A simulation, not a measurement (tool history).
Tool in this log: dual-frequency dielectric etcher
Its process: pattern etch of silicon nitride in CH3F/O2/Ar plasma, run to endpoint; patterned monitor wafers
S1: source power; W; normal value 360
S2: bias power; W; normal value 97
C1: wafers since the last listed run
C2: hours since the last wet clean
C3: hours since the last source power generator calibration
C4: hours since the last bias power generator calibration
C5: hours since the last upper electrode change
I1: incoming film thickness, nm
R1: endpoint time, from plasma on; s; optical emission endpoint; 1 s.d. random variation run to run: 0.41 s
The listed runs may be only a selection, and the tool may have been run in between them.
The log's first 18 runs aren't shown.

{"hour": 1339.8, "done": "wet clean of the chamber, repeated, since the last time left the tool worse"}
{"hour": 1342.6, "done": "source power generator calibrated"}
{"run": 19, "hour": 1343.1, "S1": 320, "S2": 77, "C1": 1133, "C2": 3.3, "C3": 0.5, "C4": 3234.8, "C5": 4537.8, "I1": 46.12, "R1": 66.4}
{"hour": 1389.1, "done": "bias power generator calibrated"}
{"run": 20, "hour": 1423.5, "S1": 290, "S2": 75, "C1": 1280, "C2": 83.7, "C3": 80.9, "C4": 34.4, "C5": 4618.2, "I1": 46.42, "R1": 70.9}
{"run": 21, "hour": 1529.3, "S1": 320, "S2": 75, "C1": 1773, "C2": 189.5, "C3": 186.7, "C4": 140.2, "C5": 4724, "I1": 46.47, "R1": 67.5}
{"run": 22, "hour": 1622.4, "S1": 360, "S2": 97, "C1": 1560, "C2": 282.6, "C3": 279.8, "C4": 233.3, "C5": 4817.1, "I1": 46.6, "R1": 58.4}
{"hour": 1650.2, "done": "upper electrode replaced"}
{"run": 23, "hour": 1724.0, "S1": 360, "S2": 97, "C1": 1300, "C2": 384.2, "C3": 381.4, "C4": 334.9, "C5": 73.8, "I1": 46.64, "R1": 58}
{"run": 24, "hour": 1814.8, "S1": 390, "S2": 115, "C1": 1521, "C2": 475, "C3": 472.2, "C4": 425.7, "C5": 164.6, "I1": 46.75, "R1": 52.9}
{"run": 25, "hour": 1921.0, "S1": 320, "S2": 118, "C1": 1780, "C2": 581.2, "C3": 578.4, "C4": 531.9, "C5": 270.8, "I1": 46.64, "R1": 56.5}
{"run": 26, "hour": 2025.5, "S1": 360, "S2": 119, "C1": 1751, "C2": 685.7, "C3": 682.9, "C4": 636.4, "C5": 375.3, "I1": 47.04, "R1": 54.8}
{"hour": 2068.1, "done": "wet clean of the chamber"}
{"run": 27, "hour": 2131.4, "S1": 410, "S2": 74, "C1": 1372, "C2": 63.3, "C3": 788.8, "C4": 742.3, "C5": 481.2, "I1": 46.6, "R1": 60.8}
{"run": 28, "hour": 2262.0, "S1": 300, "S2": 97, "C1": 2188, "C2": 193.9, "C3": 919.4, "C4": 872.9, "C5": 611.8, "I1": 46.48, "R1": 63.4}
{"run": 29, "hour": 2353.5, "S1": 280, "S2": 118, "C1": 1533, "C2": 285.4, "C3": 1010.9, "C4": 964.4, "C5": 703.3, "I1": 46.41, "R1": 61.2}
{"run": 30, "hour": 2454.0, "S1": 320, "S2": 111, "C1": 1684, "C2": 385.9, "C3": 1111.4, "C4": 1064.9, "C5": 803.8, "I1": 46.24, "R1": 57.4}
{"run": 31, "hour": 2560.2, "S1": 360, "S2": 78, "C1": 1780, "C2": 492.1, "C3": 1217.6, "C4": 1171.1, "C5": 910, "I1": 46.56, "R1": 62.4}
{"run": 32, "hour": 2634.4, "S1": 440, "S2": 97, "C1": 1243, "C2": 566.3, "C3": 1291.8, "C4": 1245.3, "C5": 984.2, "I1": 46.77, "R1": 53.5}
{"run": 33, "hour": 2700.4, "S1": 330, "S2": 97, "C1": 1106, "C2": 632.3, "C3": 1357.8, "C4": 1311.3, "C5": 1050.2, "I1": 47.25, "R1": 60.8}
{"hour": 2769.5, "done": "wet clean of the chamber"}
{"run": 34, "hour": 2770.0, "S1": 440, "S2": 76, "C1": 764, "C2": 0.5, "C3": 1427.4, "C4": 1380.9, "C5": 1119.8, "I1": 46.64, "R1": 58.6}
{"run": 35, "hour": 2816.6, "S1": 330, "S2": 79, "C1": 781, "C2": 47.1, "C3": 1474, "C4": 1427.5, "C5": 1166.4, "I1": 46.42, "R1": 64.8}
{"run": 36, "hour": 3135.9, "S1": 360, "S2": 119, "C1": 5351, "C2": 366.4, "C3": 1793.3, "C4": 1746.8, "C5": 1485.7, "I1": 46.8, "R1": 54.9}

Here are 3 independent what-if runs from the current tool condition. What would each one return?
{"run": "A", "hour": 3136.3, "S1": 360, "S2": 97, "C1": 6, "C2": 366.8, "C3": 1793.7, "C4": 1747.2, "C5": 1486.1, "I1": 46.56, "R1": "?"}
{"run": "B", "hour": 3136.3, "S1": 410, "S2": 105, "C1": 6, "C2": 366.8, "C3": 1793.7, "C4": 1747.2, "C5": 1486.1, "I1": 46.56, "R1": "?"}
{"run": "C", "hour": 3136.3, "S1": 360, "S2": 111, "C1": 6, "C2": 366.8, "C3": 1793.7, "C4": 1747.2, "C5": 1486.1, "I1": 46.56, "R1": "?"}

run=A R1=59.2
run=B R1=54.5
run=C R1=56.5
With no hidden state in the tool, these same runs would have given:
run=A R1=59.9
run=B R1=55.2
run=C R1=57.3
